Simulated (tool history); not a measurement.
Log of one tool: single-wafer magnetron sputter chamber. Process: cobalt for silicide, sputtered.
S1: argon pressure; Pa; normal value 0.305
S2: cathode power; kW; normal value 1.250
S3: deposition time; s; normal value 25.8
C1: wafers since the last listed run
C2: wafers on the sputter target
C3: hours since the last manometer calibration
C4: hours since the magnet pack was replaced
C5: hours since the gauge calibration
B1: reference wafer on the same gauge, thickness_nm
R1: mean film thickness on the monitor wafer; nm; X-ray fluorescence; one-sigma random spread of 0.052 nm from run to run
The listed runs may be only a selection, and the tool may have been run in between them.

Run 1, hour 0.0: usual settings; C1 0; C2 3040; C3 1753.0; C4 3955.6; C5 320.7; B1 15.613. Result: R1 17.631 nm.
Run 2, hour 16.0: usual settings but S1 0.401 Pa; C1 214; C2 3254; C3 1769.0; C4 3971.6; C5 336.7; B1 15.591. Result: R1 17.158 nm.
Run 3, hour 53.5: usual settings but S1 0.401 Pa; C1 501; C2 3756; C3 1806.5; C4 4009.1; C5 374.2; B1 15.600. Result: R1 17.046 nm.
Run 4, hour 69.4: usual settings; C1 212; C2 3968; C3 1822.4; C4 4025.0; C5 390.1; B1 15.591. Result: R1 17.379 nm.
Run 5, hour 81.4: usual settings; C1 160; C2 4129; C3 1834.4; C4 4037.0; C5 402.1; B1 15.609. Result: R1 17.424 nm.
Run 6, hour 90.9: usual settings; C1 127; C2 4256; C3 1843.9; C4 4046.5; C5 411.6; B1 15.597. Result: R1 17.471 nm.
Run 7, hour 104.7: usual settings; C1 184; C2 4441; C3 1857.7; C4 4060.3; C5 425.4; B1 15.609. Result: R1 17.522 nm.
Run 8, hour 115.2: usual settings but S1 0.246 Pa, S2 1.450 kW; C1 140; C2 4581; C3 1868.2; C4 4070.8; C5 435.9; B1 15.601. Result: R1 20.466 nm.
Run 9, hour 162.5: usual settings but S1 0.246 Pa, S2 1.450 kW; C1 632; C2 5214; C3 1915.5; C4 4118.1; C5 483.2; B1 15.610. Result: R1 20.322 nm.
Run 10, hour 180.1: usual settings but S2 1.400 kW; C1 235; C2 5449; C3 1933.1; C4 4135.7; C5 500.8; B1 15.593. Result: R1 19.362 nm.
Run 11, hour 197.0: usual settings but S2 1.400 kW; C1 226; C2 5675; C3 1950.0; C4 4152.6; C5 517.7; B1 15.605. Result: R1 19.357 nm.
Run 12, hour 214.0: usual settings but S2 1.400 kW; C1 227; C2 5903; C3 1967.0; C4 4169.6; C5 534.7; B1 15.600. Result: R1 19.347 nm.
Run 13, hour 229.3: usual settings; C1 204; C2 6108; C3 1982.3; C4 4184.9; C5 550.0; B1 15.605. Result: R1 17.182 nm.
Run 14, hour 240.7: usual settings; C1 152; C2 6260; C3 1993.7; C4 4196.3; C5 561.4; B1 15.608. Result: R1 17.143 nm.
Run 15, hour 255.3: usual settings; C1 195; C2 6455; C3 2008.3; C4 4210.9; C5 576.0; B1 15.609. Result: R1 17.134 nm.
Run 16, hour 271.8: usual settings but S1 0.361 Pa; C1 220; C2 6676; C3 2024.8; C4 4227.4; C5 592.5; B1 15.604. Result: R1 16.919 nm.
At hour 289.6: sputter target and shields replaced.
Run 17, hour 290.1: usual settings but S1 0.361 Pa; C1 137; C2 6; C3 2043.1; C4 4245.7; C5 610.8; B1 15.602. Result: R1 17.560 nm.
Run 18, hour 297.2: usual settings; C1 94; C2 101; C3 2050.2; C4 4252.8; C5 617.9; B1 15.599. Result: R1 17.751 nm.
Run 19, hour 310.5: usual settings; C1 177; C2 279; C3 2063.5; C4 4266.1; C5 631.2; B1 15.602. Result: R1 17.697 nm.
Run 20, hour 326.0: usual settings but S1 0.345 Pa, S2 1.450 kW, S3 28.4 s; C1 207; C2 487; C3 2079.0; C4 4281.6; C5 646.7; B1 15.596. Result: R1 22.406 nm.
At hour 336.0: magnet pack replaced, of another model than before.
Run 21, hour 337.4: usual settings but S1 0.202 Pa, S2 0.950 kW, S3 23.6 s; C1 45; C2 532; C3 2090.4; C4 1.4; C5 658.1; B1 15.615. Result: R1 12.795 nm.
Run 22, hour 343.7: usual settings but S1 0.221 Pa, S2 1.450 kW, S3 22.2 s; C1 84; C2 616; C3 2096.7; C4 7.7; C5 664.4; B1 15.607. Result: R1 18.116 nm.
Run 23, hour 351.3: usual settings but S3 28.0 s; C1 101; C2 718; C3 2104.3; C4 15.3; C5 672.0; B1 15.587. Result: R1 19.252 nm.
At hour 361.5: gauge calibrated.
Run 24, hour 400.4: usual settings; C1 656; C2 1375; C3 2153.4; C4 64.4; C5 38.9; B1 15.604. Result: R1 17.666 nm.
Run 25, hour 408.9: usual settings but S1 0.226 Pa, S2 1.450 kW, S3 29.6 s; C1 113; C2 1489; C3 2161.9; C4 72.9; C5 47.4; B1 15.604. Result: R1 24.194 nm.
Run 26, hour 423.4: usual settings but S1 0.202 Pa, S2 0.950 kW, S3 23.6 s; C1 193; C2 1683; C3 2176.4; C4 87.4; C5 61.9; B1 15.598. Result: R1 12.690 nm.
Run 27, hour 436.5: usual settings; C1 175; C2 1858; C3 2189.5; C4 100.5; C5 75.0; B1 15.596. Result: R1 17.712 nm.
Run 28, hour 486.5: usual settings but S1 0.207 Pa, S2 1.400 kW, S3 28.8 s; C1 668; C2 2527; C3 2239.5; C4 150.5; C5 125.0; B1 15.606. Result: R1 22.757 nm.
At hour 496.4: capacitance manometer re-zeroed and calibrated.
Run 29, hour 498.4: usual settings but S1 0.413 Pa, S3 29.6 s; C1 52; C2 2579; C3 2.0; C4 162.4; C5 136.9; B1 15.605. Result: R1 19.513 nm.
Run 30, hour 522.5: usual settings but S1 0.221 Pa, S2 0.950 kW, S3 21.3 s; C1 322; C2 2901; C3 26.1; C4 186.5; C5 161.0; B1 15.597. Result: R1 11.339 nm.
Run 31, hour 533.7: usual settings but S1 0.361 Pa; C1 149; C2 3051; C3 37.3; C4 197.7; C5 172.2; B1 15.608. Result: R1 17.283 nm.
Run 32, hour 546.2: usual settings; C1 167; C2 3218; C3 49.8; C4 210.2; C5 184.7; B1 15.596. Result: R1 17.499 nm.
Run 33, hour 559.7: usual settings but S3 23.3 s; C1 180; C2 3399; C3 63.3; C4 223.7; C5 198.2; B1 15.590. Result: R1 15.868 nm.
Run 34, hour 602.8: usual settings but S1 0.345 Pa, S2 1.450 kW, S3 28.4 s; C1 576; C2 3976; C3 106.4; C4 266.8; C5 241.3; B1 15.603. Result: R1 22.157 nm.
Run 35, hour 616.2: usual settings but S1 0.358 Pa, S2 1.500 kW; C1 179; C2 4155; C3 119.8; C4 280.2; C5 254.7; B1 15.608. Result: R1 20.599 nm.
Run 36, hour 631.9: usual settings but S1 0.187 Pa, S2 1.050 kW, S3 30.4 s; C1 210; C2 4365; C3 135.5; C4 295.9; C5 270.4; B1 15.602. Result: R1 17.918 nm.

Alternative continuations, all from the tool just after run 36; predict every row:
Run A, hour 632.3: usual settings but S2 1.050 kW; C1 5; C2 4370; C3 135.9; C4 296.3; C5 270.8; B1 ?. Result: R1 ?.
Run B, hour 632.3: usual settings but S1 0.263 Pa, S2 0.950 kW, S3 30.5 s; C1 5; C2 4370; C3 135.9; C4 296.3; C5 270.8; B1 ?. Result: R1 ?.
Run C, hour 632.3: usual settings but S1 0.364 Pa, S2 1.550 kW, S3 20.7 s; C1 5; C2 4370; C3 135.9; C4 296.3; C5 270.8; B1 ?. Result: R1 ?.

run      B1      R1
  A  15.596  14.644
  B  15.596  15.882
  C  15.596  17.011
With no hidden state in the tool, these same runs would have given:
run      R1
  A  14.893
  B  16.152
  C  17.300
